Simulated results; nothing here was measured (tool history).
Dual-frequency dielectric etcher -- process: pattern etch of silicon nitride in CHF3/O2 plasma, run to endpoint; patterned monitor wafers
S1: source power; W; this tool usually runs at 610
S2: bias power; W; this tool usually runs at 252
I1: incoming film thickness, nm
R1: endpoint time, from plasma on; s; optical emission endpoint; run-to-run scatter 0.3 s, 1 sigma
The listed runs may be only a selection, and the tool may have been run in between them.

run	hour	S1	S2	I1	R1
1	0	610	207	60.6	40.6
2	25.5	550	252	60.9	39.3
# hour 86.3: wet clean of the chamber
3	86.8	550	252	61.4	42.6
4	95.6	550	252	61.4	41.9
5	151	660	291	61.3	38
6	192.7	660	291	60.7	37.5
7	263.9	660	291	60	37.2
8	309.3	530	252	60	40.5
9	333.8	610	252	60.3	38.9
10	394.6	610	252	60.6	39
11	445.6	720	252	60.4	36.6
# hour 508.6: wet clean of the chamber
# hour 519: upper electrode replaced
12	519.5	720	252	60.8	37.8
13	541.3	610	252	60.8	40.1
14	607.2	610	205	60.7	42.4
15	658.8	480	193	60.8	45.9
# hour 696: source power generator calibrated
16	726.2	510	224	60.5	42.6
17	781.5	610	252	61.1	39.3
18	824.2	610	252	59.8	38.3
# hour 860.2: bias power generator calibrated
19	889.7	610	287	60.4	36.7
20	937.3	740	202	60.3	38.6
21	974.4	730	276	61	35.6
# hour 1010.2: wet clean of the chamber
22	1041	470	308	60.4	40.6
23	1068.8	610	252	60.5	40
24	1107.5	480	230	60.9	43.9
25	1172.9	610	296	60.3	37.3

Consider 5 possible next runs. They are alternatives, not a sequence: every one starts from the tool as it was left by run 25. What does each give?
A	1173.3	610	252	61.3	?
B	1173.3	480	273	61.3	?
C	1173.3	610	289	61.3	?
D	1173.3	750	271	61.3	?
E	1173.3	730	252	61.3	?

run	R1
A	39.6
B	41.3
C	38
D	36.5
E	37.6
Without the tool's unlogged condition, the same runs would have read:
run	R1
A	40.2
B	42
C	38.6
D	37
E	38.2
